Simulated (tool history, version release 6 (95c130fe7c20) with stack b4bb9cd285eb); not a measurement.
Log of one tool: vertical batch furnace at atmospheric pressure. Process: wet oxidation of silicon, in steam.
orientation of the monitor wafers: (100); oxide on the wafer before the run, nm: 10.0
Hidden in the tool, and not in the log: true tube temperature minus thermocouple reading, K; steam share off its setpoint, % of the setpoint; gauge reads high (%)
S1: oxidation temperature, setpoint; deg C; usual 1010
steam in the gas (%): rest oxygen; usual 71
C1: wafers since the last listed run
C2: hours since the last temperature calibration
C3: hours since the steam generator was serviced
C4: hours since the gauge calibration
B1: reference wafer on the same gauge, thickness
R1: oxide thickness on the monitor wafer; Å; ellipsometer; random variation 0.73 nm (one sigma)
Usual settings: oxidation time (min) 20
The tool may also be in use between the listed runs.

Run 1, day 0: usual settings; C1 0; C2 1321; C3 3024.3; C4 687.7; B1 135.02. Result: R1 1687.1 Å.
Run 2, day 1.338: usual settings; C1 819; C2 1353.1; C3 3056.4; C4 719.8; B1 135.01. Result: R1 1693.7 Å.
Run 3, day 2.588: usual settings; C1 766; C2 1383.1; C3 3086.4; C4 749.8; B1 135.16. Result: R1 1697.7 Å.
Run 4, day 3.858: usual settings; C1 778; C2 1413.6; C3 3116.9; C4 780.3; B1 134.97. Result: R1 1687.5 Å.
Run 5, day 5.329: usual settings; C1 901; C2 1448.9; C3 3152.2; C4 815.6; B1 135.08. Result: R1 1685.3 Å.
Run 6, day 6.138: usual settings; C1 495; C2 1468.3; C3 3171.6; C4 835; B1 135. Result: R1 1693.2 Å.
Run 7, day 8.588: usual settings; C1 1501; C2 1527.1; C3 3230.4; C4 893.8; B1 135.04. Result: R1 1687.5 Å.
Run 8, day 9.696: usual settings but S1 999 deg C; C1 679; C2 1553.7; C3 3257; C4 920.4; B1 135.05. Result: R1 1523.3 Å.
Run 9, day 10.35: usual settings but S1 999 deg C; C1 400; C2 1569.4; C3 3272.7; C4 936.1; B1 134.85. Result: R1 1522 Å.
Run 10, day 11.154: usual settings but S1 991 deg C; C1 492; C2 1588.7; C3 3292; C4 955.4; B1 135.16. Result: R1 1406.6 Å.
Run 11, day 11.679: usual settings but S1 991 deg C; C1 321; C2 1601.3; C3 3304.6; C4 968; B1 135.15. Result: R1 1406 Å.
Run 12, day 13.129: usual settings but oxidation time (min) 13; C1 888; C2 1636.1; C3 3339.4; C4 1002.8; B1 134.95. Result: R1 1217.2 Å.
At day 14.342: steam generator serviced.
Run 13, day 14.362: usual settings but oxidation time (min) 13; C1 143; C2 1665.7; C3 0.5; C4 1032.4; B1 134.91. Result: R1 1217.4 Å.
At day 14.771: gauge calibrated.
Run 14, day 15.4: usual settings but oxidation time (min) 13; C1 635; C2 1690.6; C3 25.4; C4 15.1; B1 134.94. Result: R1 1204.3 Å.
Run 15, day 18.954: usual settings; C1 2178; C2 1775.9; C3 110.7; C4 100.4; B1 135. Result: R1 1695.1 Å.
Run 16, day 19.783: usual settings but steam in the gas (%) 66; C1 508; C2 1795.8; C3 130.6; C4 120.3; B1 134.94. Result: R1 1599.5 Å.
Run 17, day 20.729: usual settings but steam in the gas (%) 66; C1 579; C2 1818.5; C3 153.3; C4 143; B1 135.07. Result: R1 1598.3 Å.
Run 18, day 22.167: usual settings; C1 881; C2 1853; C3 187.8; C4 177.5; B1 134.93. Result: R1 1682.1 Å.
Run 19, day 22.917: usual settings but oxidation time (min) 26, steam in the gas (%) 67; C1 459; C2 1871; C3 205.8; C4 195.5; B1 134.99. Result: R1 1978.7 Å.
Run 20, day 23.662: usual settings but oxidation time (min) 11, steam in the gas (%) 64; C1 457; C2 1888.9; C3 223.7; C4 213.4; B1 135.07. Result: R1 987.5 Å.
Run 21, day 28.121: usual settings but oxidation time (min) 27.5, steam in the gas (%) 77; C1 2732; C2 1995.9; C3 330.7; C4 320.4; B1 134.98. Result: R1 2273.1 Å.
Run 22, day 29.504: usual settings but oxidation time (min) 27.5, steam in the gas (%) 76; C1 847; C2 2029.1; C3 363.9; C4 353.6; B1 135. Result: R1 2242 Å.
Run 23, day 30.1: usual settings but S1 1003 deg C, oxidation time (min) 16, steam in the gas (%) 66; C1 365; C2 2043.4; C3 378.2; C4 367.9; B1 134.97. Result: R1 1261.8 Å.
Run 24, day 30.662: usual settings but oxidation time (min) 11, steam in the gas (%) 64; C1 344; C2 2056.9; C3 391.7; C4 381.4; B1 135.04. Result: R1 989 Å.
Run 25, day 34.5: usual settings but S1 1021 deg C, oxidation time (min) 12.5, steam in the gas (%) 81; C1 2352; C2 2149; C3 483.8; C4 473.5; B1 134.89. Result: R1 1457.3 Å.
Run 26, day 35.1: usual settings; C1 367; C2 2163.4; C3 498.2; C4 487.9; B1 134.99. Result: R1 1684.8 Å.
Run 27, day 36.15: usual settings but S1 990 deg C, steam in the gas (%) 64; C1 643; C2 2188.6; C3 523.4; C4 513.1; B1 135.05. Result: R1 1283.5 Å.
Run 28, day 37.2: usual settings; C1 643; C2 2213.8; C3 548.6; C4 538.3; B1 134.98. Result: R1 1686.6 Å.
Run 29, day 38.646: usual settings but S1 1027 deg C, oxidation time (min) 24, steam in the gas (%) 67; C1 886; C2 2248.5; C3 583.3; C4 573; B1 135.09. Result: R1 2144.2 Å.
Run 30, day 40.138: usual settings but S1 1001 deg C, oxidation time (min) 16; C1 914; C2 2284.3; C3 619.1; C4 608.8; B1 134.91. Result: R1 1311.3 Å.
At day 42.067: thermocouples replaced and temperature profile calibrated.
Run 31, day 42.088: usual settings; C1 582; C2 0.5; C3 665.9; C4 655.6; B1 135.11. Result: R1 1684.2 Å.
Run 32, day 42.562: usual settings but oxidation time (min) 26.5, steam in the gas (%) 64; C1 291; C2 11.9; C3 677.3; C4 667; B1 134.93. Result: R1 1937.2 Å.
Run 33, day 43.788: usual settings; C1 750; C2 41.3; C3 706.7; C4 696.4; B1 135. Result: R1 1685.4 Å.
Run 34, day 45.117: usual settings but S1 1002 deg C, steam in the gas (%) 67; C1 814; C2 73.2; C3 738.6; C4 728.3; B1 135.03. Result: R1 1505.7 Å.
Run 35, day 45.996: usual settings but steam in the gas (%) 81; C1 538; C2 94.3; C3 759.7; C4 749.4; B1 135. Result: R1 1858.1 Å.
Run 36, day 46.6: usual settings; C1 370; C2 108.8; C3 774.2; C4 763.9; B1 135.01. Result: R1 1681.7 Å.
At day 49.858: gauge calibrated.
Run 37, day 50.529: usual settings but oxidation time (min) 27.5, steam in the gas (%) 68; C1 2408; C2 203.1; C3 868.5; C4 16.1; B1 134.99. Result: R1 2078.2 Å.
Run 38, day 53.804: usual settings; C1 2007; C2 281.7; C3 947.1; C4 94.7; B1 135.05. Result: R1 1687.2 Å.

How the hidden state differs across the entries between the runs, from the last listed run before each to the first after it:
Between runs 12 and 13: steam generator serviced (day 14.342)
  no hidden state differs between the two runs
Between runs 13 and 14: gauge calibrated (day 14.771)
  no hidden state differs between the two runs
Between runs 30 and 31: thermocouples replaced and temperature profile calibrated (day 42.067)
  no hidden state differs between the two runs
Between runs 36 and 37: gauge calibrated (day 49.858)
  no hidden state differs between the two runs
